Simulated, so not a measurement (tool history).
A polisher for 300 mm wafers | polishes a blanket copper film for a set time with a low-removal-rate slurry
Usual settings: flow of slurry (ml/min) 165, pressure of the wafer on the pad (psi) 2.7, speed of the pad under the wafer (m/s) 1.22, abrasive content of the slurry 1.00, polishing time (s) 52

run,hour,flow of slurry (ml/min),pressure of the wafer on the pad (psi),speed of the pad under the wafer (m/s),abrasive content of the slurry,polishing time (s),"incoming thickness of the incoming film, nm",film removed (angstrom)
1,0.0,165,2.7,1.22,1.00,52,1232.9,2007
2,17.5,165,2.7,1.22,1.00,52,1251.6,1984
# hour 22.1: slurry blender recalibrated
3,59.9,165,2.7,1.22,1.00,52,1247.2,1974
4,80.1,165,2.7,1.22,1.00,52,1234.1,2000
5,105.3,210,2.7,1.22,1.00,52,1237.9,2044
6,125.6,210,2.7,1.22,1.00,52,1219.0,2046
# hour 138.2: worn pad replaced by a new one
7,140.6,210,2.7,1.22,1.00,52,1237.6,2030
8,173.8,165,2.7,1.22,1.00,52,1244.1,2012
9,208.7,165,2.7,1.22,1.00,52,1229.7,2010
10,226.3,165,2.7,1.22,1.00,52,1256.4,2021
11,245.5,165,2.7,1.22,1.00,52,1258.8,1986
12,259.9,165,2.7,1.22,1.00,52,1239.9,1990
# hour 265.7: worn pad replaced by a new one
13,289.1,165,2.7,1.22,1.00,52,1240.3,1996
14,301.3,165,2.2,1.22,1.00,69,1262.9,2144
# hour 310.3: slurry nozzle cleaned
15,336.5,210,2.7,1.22,1.20,59,1233.3,2437
16,358.7,205,2.7,1.22,1.00,52,1236.5,2045
17,394.1,165,2.7,1.22,1.00,52,1237.4,1988
# hour 411.7: worn pad replaced by a new one
# hour 450.2: slurry blender recalibrated
# hour 466.2: head pressure recalibrated
18,487.2,210,2.7,1.22,1.00,52,1242.4,2051
19,532.0,185,3.4,0.84,1.00,52,1242.2,2040
20,544.3,165,2.7,1.02,0.90,65,1222.7,2211
# hour 568.0: worn pad replaced by a new one
21,568.5,165,3.1,1.10,1.00,52,1225.4,2161
22,595.1,180,2.7,0.94,1.00,45,1242.7,1463
23,623.4,165,2.7,1.22,1.00,52,1240.5,2034
24,656.9,165,2.0,1.00,1.25,59,1256.0,1551
25,685.1,190,2.7,1.60,1.00,45,1243.6,2086

The tool's hidden state at each run:
removal rate lost through wear of the pad, %: 0 in every run
slurry flow missing at the pad, %: 0 in every run
deviation of the head's pressure from its setpoint, %: 0 in every run
abrasive missing from the slurry, %: 0 in every run
